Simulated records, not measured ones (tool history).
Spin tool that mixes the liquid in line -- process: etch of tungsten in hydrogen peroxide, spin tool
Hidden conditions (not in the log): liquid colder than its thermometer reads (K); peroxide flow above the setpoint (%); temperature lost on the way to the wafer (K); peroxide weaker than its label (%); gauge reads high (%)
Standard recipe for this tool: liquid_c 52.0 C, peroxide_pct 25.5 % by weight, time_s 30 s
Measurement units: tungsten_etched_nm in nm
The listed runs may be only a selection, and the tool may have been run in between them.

run	hour	liquid_c	peroxide_pct	time_s	wafers since the last listed run	hours since the thermometer was replaced	hours since the peroxide flow meter was replaced	hours since the heated supply line was repaired	hours since the drum of peroxide was connected	hours since the gauge calibration	read-back film thickness of the tungsten reference wafer, read on the same gauge (nm)	tungsten_etched_nm
1	0.0	52.0	25.5	30	0	2020.8	321.7	3118.1	422.3	170.2	111.86	105.20
2	39.7	52.0	25.5	30	531	2060.5	361.4	3157.8	462.0	209.9	112.07	104.21
3	99.5	52.0	25.5	30	800	2120.3	421.2	3217.6	521.8	269.7	112.39	104.53
4	130.8	55.5	25.5	30	418	2151.6	452.5	3248.9	553.1	301.0	112.56	128.37
5	162.4	55.5	25.5	30	422	2183.2	484.1	3280.5	584.7	332.6	112.65	128.49
6	202.4	52.0	24.0	30	535	2223.2	524.1	3320.5	624.7	372.6	112.78	101.49
7	251.3	52.0	24.0	30	654	2272.1	573.0	3369.4	673.6	421.5	112.88	101.30
8	301.2	52.0	25.5	30	667	2322.0	622.9	3419.3	723.5	471.4	113.02	105.93
9	361.0	52.0	25.5	30	800	2381.8	682.7	3479.1	783.3	531.2	113.15	106.36
10	388.3	48.0	25.5	30	365	2409.1	710.0	3506.4	810.6	558.5	113.20	83.35
11	425.4	48.0	25.5	30	496	2446.2	747.1	3543.5	847.7	595.6	113.23	82.11
# hour 435.1: heated supply line repaired
12	484.8	48.0	25.5	30	781	2505.6	806.5	49.7	907.1	655.0	113.31	82.66
# hour 539.7: gauge calibrated
# hour 549.7: thermometer replaced
13	555.0	52.0	30.0	30	925	5.3	876.7	119.9	977.3	15.3	110.74	112.47
14	603.2	52.0	23.5	20	644	53.5	924.9	168.1	1025.5	63.5	111.27	66.76
15	636.1	52.0	20.0	30	440	86.4	957.8	201.0	1058.4	96.4	111.63	92.13
16	690.9	61.0	18.5	45	733	141.2	1012.6	255.8	1113.2	151.2	112.09	231.03
17	742.4	52.0	25.5	30	689	192.7	1064.1	307.3	1164.7	202.7	112.41	105.71
# hour 759.0: peroxide flow meter replaced
# hour 767.4: new drum of peroxide connected
18	813.4	52.0	25.5	30	923	263.7	54.4	378.3	46.0	273.7	112.83	105.02
19	870.1	60.5	28.5	20	758	320.4	111.1	435.0	102.7	330.4	113.00	122.46
20	919.5	52.0	28.5	50	660	369.8	160.5	484.4	152.1	379.8	113.22	184.91
21	988.3	61.0	21.5	45	920	438.6	229.3	553.2	220.9	448.6	113.38	247.35
22	1048.4	49.5	18.5	50	804	498.7	289.4	613.3	281.0	508.7	113.51	131.18
23	1076.1	54.5	28.5	45	370	526.4	317.1	641.0	308.7	536.4	113.55	193.65
24	1130.1	52.0	25.5	30	722	580.4	371.1	695.0	362.7	590.4	113.59	106.44

Branching from run 24: 4 alternative next runs. What would each branch give?
A	1130.5	52.0	25.5	30	5	580.8	371.5	695.4	363.1	590.8	?	?
B	1130.5	48.0	21.0	40	5	580.8	371.5	695.4	363.1	590.8	?	?
C	1130.5	44.0	22.0	50	5	580.8	371.5	695.4	363.1	590.8	?	?
D	1130.5	52.0	19.0	15	5	580.8	371.5	695.4	363.1	590.8	?	?

run	read-back film thickness of the tungsten reference wafer, read on the same gauge (nm)	tungsten_etched_nm
A	113.63	106.82
B	113.63	101.22
C	113.63	100.79
D	113.63	46.10
Stripped of hidden state, with their random variation kept, the same runs would have yielded:
run	tungsten_etched_nm
A	103.43
B	98.00
C	97.59
D	44.64

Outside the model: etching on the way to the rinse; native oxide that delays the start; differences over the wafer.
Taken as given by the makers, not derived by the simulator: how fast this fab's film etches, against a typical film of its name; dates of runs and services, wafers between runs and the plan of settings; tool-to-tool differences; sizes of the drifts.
